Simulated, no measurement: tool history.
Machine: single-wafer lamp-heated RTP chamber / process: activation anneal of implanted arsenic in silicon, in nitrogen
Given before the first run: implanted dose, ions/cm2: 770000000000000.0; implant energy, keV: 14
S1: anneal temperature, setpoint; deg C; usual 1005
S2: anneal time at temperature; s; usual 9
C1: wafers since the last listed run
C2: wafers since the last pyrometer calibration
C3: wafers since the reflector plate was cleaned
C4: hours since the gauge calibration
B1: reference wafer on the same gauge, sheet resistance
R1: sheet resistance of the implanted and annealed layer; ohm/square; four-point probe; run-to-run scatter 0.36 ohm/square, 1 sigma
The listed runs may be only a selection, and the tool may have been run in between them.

run,hour,S1,S2,C1,C2,C3,C4,B1,R1
1,0,1019,8,0,2348,8413,149.9,181.07,177.27
2,14.8,1019,8,157,2505,8570,164.7,180.89,176.72
3,37.5,1019,8,240,2746,8811,187.4,181.12,177.25
4,69.9,1005,9,343,3089,9155,219.8,181.2,180.47
5,104.6,1005,9,368,3458,9523,254.5,180.98,179.18
6,117.7,1005,9,139,3597,9662,267.6,181.03,180.11
7,152.2,1022,9,366,3963,10029,302.1,180.95,173.24
8,172.2,1005,5,212,4175,10241,322.1,181.09,187.21
9,197,1005,5,263,4438,10504,346.9,181.11,186.64
10,218.3,1005,5,226,4664,10730,368.2,180.94,187.1
11,252.8,1005,9,366,5031,11096,402.7,181.13,179.16
# hour 270.9: reflector plate cleaned
12,279.6,1005,9,199,5230,92,429.5,181.03,182.78
13,314.4,1005,5,369,5599,461,464.3,181.09,189.29
14,350.2,975,9,379,5979,841,500.1,181.07,192.81
15,370.7,1005,13,217,6197,1059,520.6,180.91,176.88
16,393.9,1005,9,246,6443,1305,543.8,181.22,182.3
17,408.5,1005,9,154,6598,1460,558.4,180.96,181.94
# hour 463.6: pyrometer window cleaned and pyrometer calibrated
# hour 466.6: gauge calibrated
18,488.9,989,14,768,267,2228,22.3,181.03,185.34
19,520,1005,9,330,598,2558,53.4,181.05,183.81
20,534.2,993,9,150,748,2709,67.6,181.1,188.19
21,568,1016,11,358,1107,3068,101.4,180.86,176.99
22,596.5,975,9,302,1409,3370,129.9,180.89,192.79
23,632.1,1005,7,377,1787,3748,165.5,180.97,185.78
24,651.3,1015,12,203,1991,3952,184.7,181.08,174.97

Some steps in R1 between neighbouring runs. How much of each would the tool show without its hidden state too (settings, what came in, random variation), and how much is left for the hidden state, with any gauge scatter that isn't in both results?
The hidden state here: true wafer temperature minus pyrometer reading, K; wafer temperature error from the tarnished reflector plate, K; gauge reads high (%).
Run 11 -> 12: reflector plate cleaned. R1 +3.62 ohm/square: hidden state +3.12, all else +0.5.
Run 14 -> 15: S1 975 -> 1005, S2 9 -> 13. R1 -15.93 ohm/square: hidden state -0.69, all else -15.24.
Run 17 -> 18: S1 1005 -> 989, S2 9 -> 14, pyrometer window cleaned and pyrometer calibrated, gauge calibrated. R1 +3.4 ohm/square: hidden state +3.1, all else +0.3.
Run 21 -> 22: S1 1016 -> 975, S2 11 -> 9. R1 +15.8 ohm/square: hidden state -0.05, all else +15.85.
